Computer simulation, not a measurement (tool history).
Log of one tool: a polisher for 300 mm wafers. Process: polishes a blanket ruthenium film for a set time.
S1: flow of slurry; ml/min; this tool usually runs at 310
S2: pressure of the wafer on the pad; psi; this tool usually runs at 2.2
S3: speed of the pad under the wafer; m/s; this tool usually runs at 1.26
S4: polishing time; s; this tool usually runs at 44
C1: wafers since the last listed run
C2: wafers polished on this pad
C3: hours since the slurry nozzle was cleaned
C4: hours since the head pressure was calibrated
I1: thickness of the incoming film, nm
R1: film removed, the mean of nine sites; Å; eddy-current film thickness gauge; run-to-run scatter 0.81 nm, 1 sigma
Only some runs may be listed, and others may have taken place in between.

run 1 day=0 | S1=310 S2=2.2 S3=1.26 S4=44 | C1=0 C2=1107 C3=36.3 C4=404.3 | I1=641.9 | R1=726
run 2 day=1.296 | S1=310 S2=2.2 S3=1.26 S4=44 | C1=329 C2=1437 C3=67.4 C4=435.4 | I1=643.8 | R1=721
run 3 day=2.371 | S1=310 S2=2.2 S3=1.26 S4=44 | C1=273 C2=1710 C3=93.2 C4=461.2 | I1=652.1 | R1=729
run 4 day=3.571 | S1=310 S2=2.2 S3=1.26 S4=44 | C1=305 C2=2016 C3=122 C4=490 | I1=635.7 | R1=715
-- day=3.842 worn pad replaced by a new one
run 5 day=4.162 | S1=310 S2=2.2 S3=1.26 S4=44 | C1=108 C2=81 C3=136.2 C4=504.2 | I1=647.6 | R1=743
run 6 day=5.488 | S1=310 S2=2.2 S3=1.26 S4=44 | C1=337 C2=419 C3=168 C4=536 | I1=634 | R1=743
run 7 day=6.512 | S1=310 S2=2.2 S3=1.06 S4=44 | C1=261 C2=680 C3=192.6 C4=560.6 | I1=641.2 | R1=611
run 8 day=7.262 | S1=310 S2=2.2 S3=1.06 S4=44 | C1=190 C2=871 C3=210.6 C4=578.6 | I1=633.4 | R1=621
run 9 day=8.471 | S1=310 S2=2.2 S3=1.26 S4=44 | C1=307 C2=1178 C3=239.6 C4=607.6 | I1=642.6 | R1=713
-- day=8.988 head pressure recalibrated
run 10 day=11.708 | S1=310 S2=2.2 S3=1.26 S4=44 | C1=803 C2=1982 C3=317.3 C4=65.3 | I1=649.2 | R1=720
-- day=13.629 worn pad replaced by a new one
run 11 day=14.983 | S1=310 S2=2.2 S3=1.26 S4=44 | C1=791 C2=344 C3=395.9 C4=143.9 | I1=627.8 | R1=660
run 12 day=16.129 | S1=310 S2=2.2 S3=1.26 S4=44 | C1=291 C2=636 C3=423.4 C4=171.4 | I1=641.2 | R1=665
run 13 day=17.438 | S1=310 S2=2.2 S3=1.26 S4=44 | C1=333 C2=969 C3=454.8 C4=202.8 | I1=655.2 | R1=642
run 14 day=18.579 | S1=310 S2=2.2 S3=1.26 S4=44 | C1=290 C2=1260 C3=482.2 C4=230.2 | I1=642.7 | R1=636
run 15 day=19.988 | S1=310 S2=2.2 S3=1.26 S4=44 | C1=358 C2=1619 C3=516 C4=264 | I1=641.9 | R1=660
-- day=22.171 worn pad replaced by a new one, repeated, since the last time left the tool worse
run 16 day=22.888 | S1=310 S2=2.8 S3=1.26 S4=44 | C1=696 C2=182 C3=585.6 C4=333.6 | I1=641.2 | R1=945
run 17 day=24 | S1=310 S2=2.2 S3=1.26 S4=44 | C1=283 C2=465 C3=612.3 C4=360.3 | I1=631.9 | R1=728
run 18 day=25.158 | S1=310 S2=2.2 S3=1.26 S4=44 | C1=294 C2=760 C3=640.1 C4=388.1 | I1=640.1 | R1=731
run 19 day=26.162 | S1=270 S2=2.2 S3=1.26 S4=44 | C1=255 C2=1016 C3=664.2 C4=412.2 | I1=635.4 | R1=717
run 20 day=27.517 | S1=310 S2=1.8 S3=1.26 S4=44 | C1=344 C2=1361 C3=696.7 C4=444.7 | I1=650.7 | R1=604
run 21 day=28.733 | S1=310 S2=2.2 S3=1.26 S4=44 | C1=309 C2=1671 C3=725.9 C4=473.9 | I1=651.6 | R1=721
run 22 day=30.688 | S1=310 S2=2.2 S3=1.26 S4=44 | C1=497 C2=2168 C3=772.8 C4=520.8 | I1=642.3 | R1=718
-- day=30.992 head pressure recalibrated
run 23 day=31.354 | S1=225 S2=2.2 S3=1.26 S4=44 | C1=148 C2=2317 C3=788.8 C4=8.7 | I1=628 | R1=704
-- day=32.1 worn pad replaced by a new one
run 24 day=32.121 | S1=345 S2=1.8 S3=1.04 S4=44 | C1=152 C2=5 C3=807.2 C4=27.1 | I1=639.4 | R1=514
run 25 day=32.638 | S1=310 S2=2.2 S3=1.26 S4=44 | C1=131 C2=136 C3=819.6 C4=39.5 | I1=648.7 | R1=750
run 26 day=33.817 | S1=310 S2=2.4 S3=1.26 S4=44 | C1=300 C2=436 C3=847.9 C4=67.8 | I1=629.9 | R1=811
-- day=34.279 slurry nozzle cleaned
run 27 day=35.046 | S1=310 S2=2.2 S3=1.26 S4=44 | C1=302 C2=739 C3=18.4 C4=97.3 | I1=630.6 | R1=733
run 28 day=36.075 | S1=310 S2=2.2 S3=1.26 S4=44 | C1=262 C2=1001 C3=43.1 C4=122 | I1=637.6 | R1=731
run 29 day=37.333 | S1=360 S2=3 S3=1.26 S4=35 | C1=320 C2=1321 C3=73.3 C4=152.2 | I1=630.9 | R1=802
run 30 day=38.283 | S1=310 S2=2.2 S3=1.26 S4=34 | C1=241 C2=1563 C3=96.1 C4=175 | I1=635.5 | R1=556
run 31 day=38.862 | S1=350 S2=1.6 S3=1.52 S4=31 | C1=147 C2=1711 C3=110 C4=188.9 | I1=629.4 | R1=458
run 32 day=39.417 | S1=310 S2=2.2 S3=1.26 S4=44 | C1=141 C2=1852 C3=123.3 C4=202.2 | I1=643.7 | R1=716
run 33 day=40.825 | S1=345 S2=2.2 S3=0.96 S4=44 | C1=358 C2=2210 C3=157.1 C4=236 | I1=644.8 | R1=546
-- day=41.8 worn pad replaced by a new one
run 34 day=41.821 | S1=255 S2=2.4 S3=1.26 S4=31 | C1=211 C2=5 C3=181 C4=259.9 | I1=638 | R1=580
run 35 day=42.521 | S1=310 S2=2.2 S3=1.26 S4=44 | C1=178 C2=183 C3=197.8 C4=276.7 | I1=646.3 | R1=740
run 36 day=43.438 | S1=310 S2=2.7 S3=1.06 S4=44 | C1=233 C2=416 C3=219.8 C4=298.7 | I1=636.8 | R1=760
run 37 day=44.538 | S1=310 S2=2.2 S3=1.26 S4=37 | C1=280 C2=696 C3=246.2 C4=325.1 | I1=633.3 | R1=632

Predict each of these 4 candidate next runs independently; none follows another, all start after run 37:
run A day=44.554 | S1=310 S2=2.9 S3=1.26 S4=44 | C1=4 C2=701 C3=246.6 C4=325.5 | I1=634.4 | R1=?
run B day=44.554 | S1=310 S2=2.2 S3=1.46 S4=44 | C1=4 C2=701 C3=246.6 C4=325.5 | I1=634.4 | R1=?
run C day=44.554 | S1=310 S2=1.6 S3=1.26 S4=44 | C1=4 C2=701 C3=246.6 C4=325.5 | I1=634.4 | R1=?
run D day=44.554 | S1=410 S2=2.2 S3=1.26 S4=44 | C1=4 C2=701 C3=246.6 C4=325.5 | I1=634.4 | R1=?

run=A R1=959
run=B R1=843
run=C R1=529
run=D R1=742
Take away the tool's hidden state, keep each run's random variation, and the runs would have read:
run=A R1=998
run=B R1=877
run=C R1=551
run=D R1=772
